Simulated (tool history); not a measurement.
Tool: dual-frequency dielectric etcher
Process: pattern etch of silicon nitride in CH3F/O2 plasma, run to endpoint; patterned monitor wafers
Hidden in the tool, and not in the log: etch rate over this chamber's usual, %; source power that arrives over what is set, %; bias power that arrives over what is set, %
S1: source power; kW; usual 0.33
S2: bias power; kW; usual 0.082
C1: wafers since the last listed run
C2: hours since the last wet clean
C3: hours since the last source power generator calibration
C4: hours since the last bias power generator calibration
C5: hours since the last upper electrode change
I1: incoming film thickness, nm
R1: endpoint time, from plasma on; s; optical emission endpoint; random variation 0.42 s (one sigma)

run	day	S1	S2	C1	C2	C3	C4	C5	I1	R1
1	0	0.33	0.075	0	213.3	3252.4	1837.6	2163.4	73	83.3
2	1.275	0.33	0.075	225	243.9	3283	1868.2	2194	72.9	84.5
3	3.479	0.33	0.075	389	296.8	3335.9	1921.1	2246.9	72.3	83.9
4	4.783	0.33	0.095	230	328.1	3367.2	1952.4	2278.2	72.6	74
# day 5.262: bias power generator calibrated
# day 5.946: upper electrode replaced
5	6.2	0.33	0.095	99	362.1	3401.2	22.5	6.1	72.8	74.5
6	6.904	0.33	0.095	124	379	3418.1	39.4	23	73.2	75.1
7	8.271	0.33	0.082	241	411.8	3450.9	72.2	55.8	73	81.5
8	9.658	0.33	0.082	244	445.1	3484.2	105.5	89.1	73	81.5
9	10.379	0.33	0.091	127	462.4	3501.5	122.8	106.4	73.5	77.1
# day 11.396: source power generator calibrated
# day 11.638: wet clean of the chamber
10	11.658	0.25	0.064	153	0.5	6.3	153.5	137.1	73.7	112.6
11	12.379	0.33	0.075	127	17.8	23.6	170.8	154.4	72.7	84.3
12	13.458	0.36	0.082	190	43.7	49.5	196.7	180.3	73.1	76.4
13	14.012	0.29	0.089	97	57	62.8	210	193.6	72.4	81.9
14	14.838	0.39	0.096	145	76.8	82.6	229.8	213.4	73.1	67.3
15	15.388	0.27	0.102	97	90	95.8	243	226.6	72.8	79.7
16	16.367	0.38	0.082	172	113.5	119.3	266.5	250.1	72.8	74.8

How the hidden state differs across the entries between the runs, from the last listed run before each to the first after it:
Between runs 4 and 5: bias power generator calibrated (day 5.262); upper electrode replaced (day 5.946)
  etch rate over this chamber's usual, %: -2.1 -> -2.42
  measured less the result without the state, R1: +1.6 -> +1.8 s
Between runs 9 and 10: source power generator calibrated (day 11.396); wet clean of the chamber (day 11.638)
  etch rate over this chamber's usual, %: -3.37 -> -0.834
  measured less the result without the state, R1: +2.5 -> +1 s
